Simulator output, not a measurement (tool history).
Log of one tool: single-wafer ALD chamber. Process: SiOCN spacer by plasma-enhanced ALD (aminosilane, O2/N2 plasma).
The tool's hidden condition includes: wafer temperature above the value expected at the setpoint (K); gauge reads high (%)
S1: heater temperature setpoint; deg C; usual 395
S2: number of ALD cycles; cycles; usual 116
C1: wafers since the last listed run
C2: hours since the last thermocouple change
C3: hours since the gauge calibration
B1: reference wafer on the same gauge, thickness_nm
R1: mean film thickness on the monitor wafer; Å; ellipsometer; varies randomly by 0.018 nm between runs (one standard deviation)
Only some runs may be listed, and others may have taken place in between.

{"run": 1, "day": 0.0, "S1": 395, "S2": 116, "C1": 0, "C2": 1549.2, "C3": 407.1, "B1": 8.156, "R1": 70.54}
{"run": 2, "day": 1.996, "S1": 387, "S2": 105, "C1": 164, "C2": 1597.1, "C3": 455.0, "B1": 8.151, "R1": 63.92}
{"run": 3, "day": 4.742, "S1": 387, "S2": 105, "C1": 226, "C2": 1663.0, "C3": 520.9, "B1": 8.145, "R1": 63.89}
{"run": 4, "day": 7.012, "S1": 387, "S2": 105, "C1": 187, "C2": 1717.5, "C3": 575.4, "B1": 8.142, "R1": 63.81}
{"run": 5, "day": 9.142, "S1": 395, "S2": 116, "C1": 175, "C2": 1768.6, "C3": 626.5, "B1": 8.143, "R1": 70.71}
{"run": 6, "day": 10.288, "S1": 395, "S2": 116, "C1": 94, "C2": 1796.1, "C3": 654.0, "B1": 8.145, "R1": 70.33}
{"run": 7, "day": 12.025, "S1": 395, "S2": 116, "C1": 143, "C2": 1837.8, "C3": 695.7, "B1": 8.141, "R1": 70.46}
{"run": 8, "day": 14.767, "S1": 395, "S2": 116, "C1": 225, "C2": 1903.6, "C3": 761.5, "B1": 8.133, "R1": 70.72}
{"run": 9, "day": 17.475, "S1": 395, "S2": 116, "C1": 223, "C2": 1968.6, "C3": 826.5, "B1": 8.128, "R1": 70.42}
{"run": 10, "day": 19.112, "S1": 395, "S2": 116, "C1": 134, "C2": 2007.9, "C3": 865.8, "B1": 8.13, "R1": 70.49}
{"run": 11, "day": 21.346, "S1": 395, "S2": 116, "C1": 183, "C2": 2061.5, "C3": 919.4, "B1": 8.126, "R1": 70.82}
{"run": 12, "day": 23.912, "S1": 395, "S2": 116, "C1": 211, "C2": 2123.1, "C3": 981.0, "B1": 8.13, "R1": 70.22}
{"run": 13, "day": 25.15, "S1": 395, "S2": 116, "C1": 101, "C2": 2152.8, "C3": 1010.7, "B1": 8.126, "R1": 70.29}
{"run": 14, "day": 28.067, "S1": 395, "S2": 116, "C1": 240, "C2": 2222.8, "C3": 1080.7, "B1": 8.12, "R1": 70.64}
{"run": 15, "day": 29.708, "S1": 395, "S2": 102, "C1": 135, "C2": 2262.2, "C3": 1120.1, "B1": 8.127, "R1": 61.72}
{"run": 16, "day": 32.521, "S1": 389, "S2": 124, "C1": 231, "C2": 2329.7, "C3": 1187.6, "B1": 8.122, "R1": 75.14}
{"run": 17, "day": 34.238, "S1": 389, "S2": 124, "C1": 141, "C2": 2370.9, "C3": 1228.8, "B1": 8.127, "R1": 75.19}
{"run": 18, "day": 36.85, "S1": 395, "S2": 131, "C1": 215, "C2": 2433.6, "C3": 1291.5, "B1": 8.124, "R1": 79.21}
{"run": 19, "day": 38.546, "S1": 395, "S2": 131, "C1": 139, "C2": 2474.3, "C3": 1332.2, "B1": 8.115, "R1": 79.37}
{"run": 20, "day": 41.25, "S1": 395, "S2": 131, "C1": 222, "C2": 2539.2, "C3": 1397.1, "B1": 8.119, "R1": 79.4}
{"run": 21, "day": 43.292, "S1": 395, "S2": 116, "C1": 168, "C2": 2588.2, "C3": 1446.1, "B1": 8.118, "R1": 70.07}
{"run": 22, "day": 45.942, "S1": 387, "S2": 121, "C1": 218, "C2": 2651.8, "C3": 1509.7, "B1": 8.12, "R1": 73.23}
{"run": 23, "day": 48.854, "S1": 387, "S2": 121, "C1": 239, "C2": 2721.7, "C3": 1579.6, "B1": 8.118, "R1": 73.61}
{"run": 24, "day": 49.929, "S1": 402, "S2": 104, "C1": 88, "C2": 2747.5, "C3": 1605.4, "B1": 8.117, "R1": 62.76}
{"day": 50.121, "done": "gauge calibrated"}
{"run": 25, "day": 51.15, "S1": 395, "S2": 116, "C1": 100, "C2": 2776.8, "C3": 24.7, "B1": 8.209, "R1": 71.36}
{"run": 26, "day": 53.0, "S1": 403, "S2": 131, "C1": 152, "C2": 2821.2, "C3": 69.1, "B1": 8.205, "R1": 79.47}
{"run": 27, "day": 54.946, "S1": 386, "S2": 127, "C1": 160, "C2": 2867.9, "C3": 115.8, "B1": 8.198, "R1": 77.73}
{"run": 28, "day": 57.125, "S1": 406, "S2": 116, "C1": 179, "C2": 2920.2, "C3": 168.1, "B1": 8.187, "R1": 69.5}
{"run": 29, "day": 58.138, "S1": 395, "S2": 116, "C1": 83, "C2": 2944.5, "C3": 192.4, "B1": 8.187, "R1": 70.96}
{"run": 30, "day": 60.021, "S1": 406, "S2": 116, "C1": 155, "C2": 2989.7, "C3": 237.6, "B1": 8.184, "R1": 69.49}
{"run": 31, "day": 61.075, "S1": 402, "S2": 104, "C1": 86, "C2": 3015.0, "C3": 262.9, "B1": 8.176, "R1": 62.97}
{"run": 32, "day": 62.808, "S1": 406, "S2": 100, "C1": 142, "C2": 3056.6, "C3": 304.5, "B1": 8.179, "R1": 59.82}
{"run": 33, "day": 65.621, "S1": 410, "S2": 96, "C1": 231, "C2": 3124.1, "C3": 372.0, "B1": 8.164, "R1": 56.49}
{"day": 66.9, "done": "thermocouple changed; heater temperature recalibrated"}
{"run": 34, "day": 67.358, "S1": 409, "S2": 108, "C1": 115, "C2": 11.0, "C3": 413.7, "B1": 8.168, "R1": 64.17}
{"run": 35, "day": 69.579, "S1": 381, "S2": 127, "C1": 182, "C2": 64.3, "C3": 467.0, "B1": 8.161, "R1": 77.42}
{"run": 36, "day": 72.104, "S1": 406, "S2": 96, "C1": 208, "C2": 124.9, "C3": 527.6, "B1": 8.159, "R1": 57.28}
{"run": 37, "day": 75.008, "S1": 381, "S2": 116, "C1": 239, "C2": 194.6, "C3": 597.3, "B1": 8.152, "R1": 70.82}
{"run": 38, "day": 77.217, "S1": 380, "S2": 137, "C1": 181, "C2": 247.6, "C3": 650.3, "B1": 8.148, "R1": 83.38}
{"run": 39, "day": 78.254, "S1": 389, "S2": 130, "C1": 85, "C2": 272.5, "C3": 675.2, "B1": 8.147, "R1": 79.0}
{"run": 40, "day": 80.125, "S1": 402, "S2": 127, "C1": 154, "C2": 317.4, "C3": 720.1, "B1": 8.147, "R1": 76.74}
{"run": 41, "day": 82.562, "S1": 381, "S2": 137, "C1": 200, "C2": 375.9, "C3": 778.6, "B1": 8.143, "R1": 83.37}
{"run": 42, "day": 84.879, "S1": 395, "S2": 116, "C1": 190, "C2": 431.5, "C3": 834.2, "B1": 8.14, "R1": 70.68}
{"run": 43, "day": 87.496, "S1": 410, "S2": 137, "C1": 215, "C2": 494.3, "C3": 897.0, "B1": 8.137, "R1": 80.89}
{"run": 44, "day": 90.129, "S1": 395, "S2": 116, "C1": 216, "C2": 557.5, "C3": 960.2, "B1": 8.141, "R1": 70.71}
{"run": 45, "day": 93.029, "S1": 381, "S2": 107, "C1": 238, "C2": 627.1, "C3": 1029.8, "B1": 8.139, "R1": 65.18}
{"run": 46, "day": 94.483, "S1": 395, "S2": 106, "C1": 119, "C2": 662.0, "C3": 1064.7, "B1": 8.14, "R1": 64.2}
{"run": 47, "day": 95.954, "S1": 395, "S2": 116, "C1": 121, "C2": 697.3, "C3": 1100.0, "B1": 8.132, "R1": 70.25}

How the hidden state differs across the entries between the runs, from the last listed run before each to the first after it:
Run 24 -> run 25: gauge calibrated (day 50.121)
  gauge reads high (%): -1.13 -> 0.00275
  measured value less the no-hidden-state value, R1: -0.72 -> +0.00 Å
Run 33 -> run 34: thermocouple changed; heater temperature recalibrated (day 66.900)
  gauge reads high (%): -0.496 -> -0.538
  measured value less the no-hidden-state value, R1: -0.28 -> -0.35 Å
